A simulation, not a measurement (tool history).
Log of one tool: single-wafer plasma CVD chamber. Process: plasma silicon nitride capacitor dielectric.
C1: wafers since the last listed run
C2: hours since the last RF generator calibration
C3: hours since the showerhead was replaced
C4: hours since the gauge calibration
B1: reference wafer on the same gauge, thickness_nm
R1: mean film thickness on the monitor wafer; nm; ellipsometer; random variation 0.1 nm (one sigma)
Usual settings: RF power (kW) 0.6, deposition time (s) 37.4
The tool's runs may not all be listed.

{"run": 1, "hour": 0.0, "RF power (kW)": 0.555, "deposition time (s)": 37.4, "C1": 0, "C2": 861.9, "C3": 6012.4, "C4": 356.9, "B1": 49.774, "R1": 58.642}
{"run": 2, "hour": 8.4, "RF power (kW)": 0.555, "deposition time (s)": 37.4, "C1": 98, "C2": 870.3, "C3": 6020.8, "C4": 365.3, "B1": 49.811, "R1": 58.652}
{"run": 3, "hour": 22.1, "RF power (kW)": 0.555, "deposition time (s)": 37.4, "C1": 159, "C2": 884, "C3": 6034.5, "C4": 379, "B1": 49.815, "R1": 58.524}
{"run": 4, "hour": 36.6, "RF power (kW)": 0.6, "deposition time (s)": 37.4, "C1": 169, "C2": 898.5, "C3": 6049, "C4": 393.5, "B1": 49.789, "R1": 59.773}
{"run": 5, "hour": 44.7, "RF power (kW)": 0.6, "deposition time (s)": 42.2, "C1": 94, "C2": 906.6, "C3": 6057.1, "C4": 401.6, "B1": 49.793, "R1": 67.301}
{"run": 6, "hour": 51.7, "RF power (kW)": 0.6, "deposition time (s)": 37.4, "C1": 81, "C2": 913.6, "C3": 6064.1, "C4": 408.6, "B1": 49.785, "R1": 59.864}
{"run": 7, "hour": 60.9, "RF power (kW)": 0.6, "deposition time (s)": 37.4, "C1": 107, "C2": 922.8, "C3": 6073.3, "C4": 417.8, "B1": 49.804, "R1": 59.926}
{"run": 8, "hour": 94.9, "RF power (kW)": 0.6, "deposition time (s)": 41, "C1": 397, "C2": 956.8, "C3": 6107.3, "C4": 451.8, "B1": 49.793, "R1": 65.246}
{"run": 9, "hour": 106.8, "RF power (kW)": 0.6, "deposition time (s)": 41, "C1": 138, "C2": 968.7, "C3": 6119.2, "C4": 463.7, "B1": 49.79, "R1": 65.534}
{"run": 10, "hour": 118.5, "RF power (kW)": 0.6, "deposition time (s)": 41, "C1": 136, "C2": 980.4, "C3": 6130.9, "C4": 475.4, "B1": 49.793, "R1": 65.302}
{"hour": 126.0, "done": "gauge calibrated"}
{"run": 11, "hour": 126.0, "RF power (kW)": 0.6, "deposition time (s)": 42.6, "C1": 87, "C2": 987.9, "C3": 6138.4, "C4": 0, "B1": 49.799, "R1": 67.84}
{"run": 12, "hour": 132.6, "RF power (kW)": 0.6, "deposition time (s)": 42.6, "C1": 77, "C2": 994.5, "C3": 6145, "C4": 6.6, "B1": 49.816, "R1": 67.943}
{"run": 13, "hour": 144.6, "RF power (kW)": 0.6, "deposition time (s)": 37.4, "C1": 140, "C2": 1006.5, "C3": 6157, "C4": 18.6, "B1": 49.789, "R1": 59.539}
{"hour": 162.0, "done": "RF generator calibrated"}
{"hour": 173.1, "done": "showerhead replaced"}
{"run": 14, "hour": 175.3, "RF power (kW)": 0.6, "deposition time (s)": 37.4, "C1": 171, "C2": 13.3, "C3": 2.2, "C4": 49.3, "B1": 49.789, "R1": 61.029}
{"run": 15, "hour": 183.0, "RF power (kW)": 0.6, "deposition time (s)": 37.4, "C1": 89, "C2": 21, "C3": 9.9, "C4": 57, "B1": 49.78, "R1": 60.903}
{"run": 16, "hour": 197.8, "RF power (kW)": 0.6, "deposition time (s)": 37.4, "C1": 172, "C2": 35.8, "C3": 24.7, "C4": 71.8, "B1": 49.823, "R1": 60.837}
{"run": 17, "hour": 209.0, "RF power (kW)": 0.6, "deposition time (s)": 37.4, "C1": 130, "C2": 47, "C3": 35.9, "C4": 83, "B1": 49.786, "R1": 60.978}
{"run": 18, "hour": 219.9, "RF power (kW)": 0.705, "deposition time (s)": 44.4, "C1": 127, "C2": 57.9, "C3": 46.8, "C4": 93.9, "B1": 49.779, "R1": 75.276}
{"run": 19, "hour": 236.7, "RF power (kW)": 0.6, "deposition time (s)": 32, "C1": 196, "C2": 74.7, "C3": 63.6, "C4": 110.7, "B1": 49.796, "R1": 52.044}
{"run": 20, "hour": 245.1, "RF power (kW)": 0.6, "deposition time (s)": 37.4, "C1": 98, "C2": 83.1, "C3": 72, "C4": 119.1, "B1": 49.785, "R1": 61.02}
{"run": 21, "hour": 252.0, "RF power (kW)": 0.685, "deposition time (s)": 32.3, "C1": 80, "C2": 90, "C3": 78.9, "C4": 126, "B1": 49.808, "R1": 54.692}
{"run": 22, "hour": 263.4, "RF power (kW)": 0.6, "deposition time (s)": 37.4, "C1": 133, "C2": 101.4, "C3": 90.3, "C4": 137.4, "B1": 49.804, "R1": 60.748}
{"run": 23, "hour": 277.0, "RF power (kW)": 0.53, "deposition time (s)": 32.8, "C1": 158, "C2": 115, "C3": 103.9, "C4": 151, "B1": 49.793, "R1": 51.909}
{"run": 24, "hour": 290.2, "RF power (kW)": 0.55, "deposition time (s)": 42.1, "C1": 154, "C2": 128.2, "C3": 117.1, "C4": 164.2, "B1": 49.805, "R1": 66.933}
{"run": 25, "hour": 304.5, "RF power (kW)": 0.64, "deposition time (s)": 31.9, "C1": 166, "C2": 142.5, "C3": 131.4, "C4": 178.5, "B1": 49.792, "R1": 52.789}
{"run": 26, "hour": 319.2, "RF power (kW)": 0.675, "deposition time (s)": 37.4, "C1": 171, "C2": 157.2, "C3": 146.1, "C4": 193.2, "B1": 49.811, "R1": 62.759}
{"run": 27, "hour": 328.4, "RF power (kW)": 0.715, "deposition time (s)": 44.8, "C1": 107, "C2": 166.4, "C3": 155.3, "C4": 202.4, "B1": 49.808, "R1": 76.364}
{"run": 28, "hour": 340.1, "RF power (kW)": 0.56, "deposition time (s)": 42, "C1": 136, "C2": 178.1, "C3": 167, "C4": 214.1, "B1": 49.806, "R1": 67.146}
{"run": 29, "hour": 354.0, "RF power (kW)": 0.6, "deposition time (s)": 37.4, "C1": 162, "C2": 192, "C3": 180.9, "C4": 228, "B1": 49.803, "R1": 60.789}
{"run": 30, "hour": 360.3, "RF power (kW)": 0.66, "deposition time (s)": 31.7, "C1": 73, "C2": 198.3, "C3": 187.2, "C4": 234.3, "B1": 49.799, "R1": 52.945}

Forecast each of these 4 alternatives for the next run:
{"run": "A", "hour": 360.7, "RF power (kW)": 0.645, "deposition time (s)": 37.4, "C1": 4, "C2": 198.7, "C3": 187.6, "C4": 234.7, "B1": "?", "R1": "?"}
{"run": "B", "hour": 360.7, "RF power (kW)": 0.705, "deposition time (s)": 31.6, "C1": 4, "C2": 198.7, "C3": 187.6, "C4": 234.7, "B1": "?", "R1": "?"}
{"run": "C", "hour": 360.7, "RF power (kW)": 0.65, "deposition time (s)": 39.8, "C1": 4, "C2": 198.7, "C3": 187.6, "C4": 234.7, "B1": "?", "R1": "?"}
{"run": "D", "hour": 360.7, "RF power (kW)": 0.66, "deposition time (s)": 39.6, "C1": 4, "C2": 198.7, "C3": 187.6, "C4": 234.7, "B1": "?", "R1": "?"}

run=A B1=49.831 R1=62.223
run=B B1=49.831 R1=53.835
run=C B1=49.831 R1=66.352
run=D B1=49.831 R1=66.287
Without the tool's hidden state the same runs would have given:
run=A R1=62.388
run=B R1=53.978
run=C R1=66.527
run=D R1=66.462

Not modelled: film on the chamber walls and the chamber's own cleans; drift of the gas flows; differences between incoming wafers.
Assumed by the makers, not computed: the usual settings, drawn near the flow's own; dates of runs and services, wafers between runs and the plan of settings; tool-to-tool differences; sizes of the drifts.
